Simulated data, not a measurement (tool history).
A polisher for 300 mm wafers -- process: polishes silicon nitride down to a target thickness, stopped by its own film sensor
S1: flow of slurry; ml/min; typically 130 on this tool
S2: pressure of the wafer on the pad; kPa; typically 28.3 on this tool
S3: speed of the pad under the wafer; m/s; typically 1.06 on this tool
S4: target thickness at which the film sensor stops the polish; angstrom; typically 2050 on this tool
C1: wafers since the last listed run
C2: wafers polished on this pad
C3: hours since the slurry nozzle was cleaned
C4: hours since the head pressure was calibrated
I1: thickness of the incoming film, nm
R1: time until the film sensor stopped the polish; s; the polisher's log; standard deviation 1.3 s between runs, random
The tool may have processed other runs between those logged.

run,hour,S1,S2,S3,S4,C1,C2,C3,C4,I1,R1
1,0.0,100,28.3,0.86,2050,0,334,348.6,307.1,443.3,175.5
2,21.4,105,28.3,1.06,2050,225,559,370.0,328.5,449.8,153.6
3,35.7,105,28.3,1.06,2050,150,710,384.3,342.8,456.2,159.4
4,50.0,105,28.3,1.06,2050,150,860,398.6,357.1,448.5,156.7
# hour 55.3: worn pad replaced by a new one
5,70.0,145,28.3,1.06,2050,168,155,418.6,377.1,454.8,141.3
6,96.4,145,28.3,1.06,2050,277,433,445.0,403.5,448.1,145.3
7,128.5,130,28.3,1.06,2050,338,771,477.1,435.6,442.6,147.7
# hour 145.4: worn pad replaced by a new one
8,146.1,130,28.3,1.06,2050,143,7,494.7,453.2,445.5,135.3
9,173.6,130,28.3,1.32,1530,289,297,522.2,480.7,454.2,157.2
10,187.0,130,22.8,1.06,1640,141,438,535.6,494.1,456.7,217.8
11,218.9,90,24.1,1.20,2890,335,774,567.5,526.0,451.3,123.5
# hour 227.1: slurry nozzle cleaned
# hour 227.6: worn pad replaced by a new one
# hour 227.9: head pressure recalibrated
12,241.8,130,28.3,1.06,2050,222,146,14.7,13.9,453.8,137.0
13,276.5,130,24.1,0.88,2050,365,511,49.4,48.6,450.1,185.6
14,288.9,130,28.3,0.82,2050,130,642,61.8,61.0,453.9,179.7
# hour 314.3: worn pad replaced by a new one
15,314.8,155,28.3,1.06,2050,230,5,87.7,86.9,447.0,126.0
16,341.1,130,28.3,1.06,1280,276,282,114.0,113.2,448.8,180.6

Measured result minus the same run's result without the hidden state. Both carry the same run-to-run variation, though not necessarily the same gauge scatter:
Hidden conditions of the tool in this case: removal rate lost through wear of the pad, %; slurry flow missing at the pad, %; deviation of the head's pressure from its setpoint, %.
run,R1
1,+22.1
2,+22.8
3,+25.3
4,+26.2
5,+14.9
6,+22.1
7,+27.3
8,+12.8
9,+27.1
10,+42.1
11,+31.9
12,+8.5
13,+20.6
14,+21.3
15,+2.1
16,+15.9
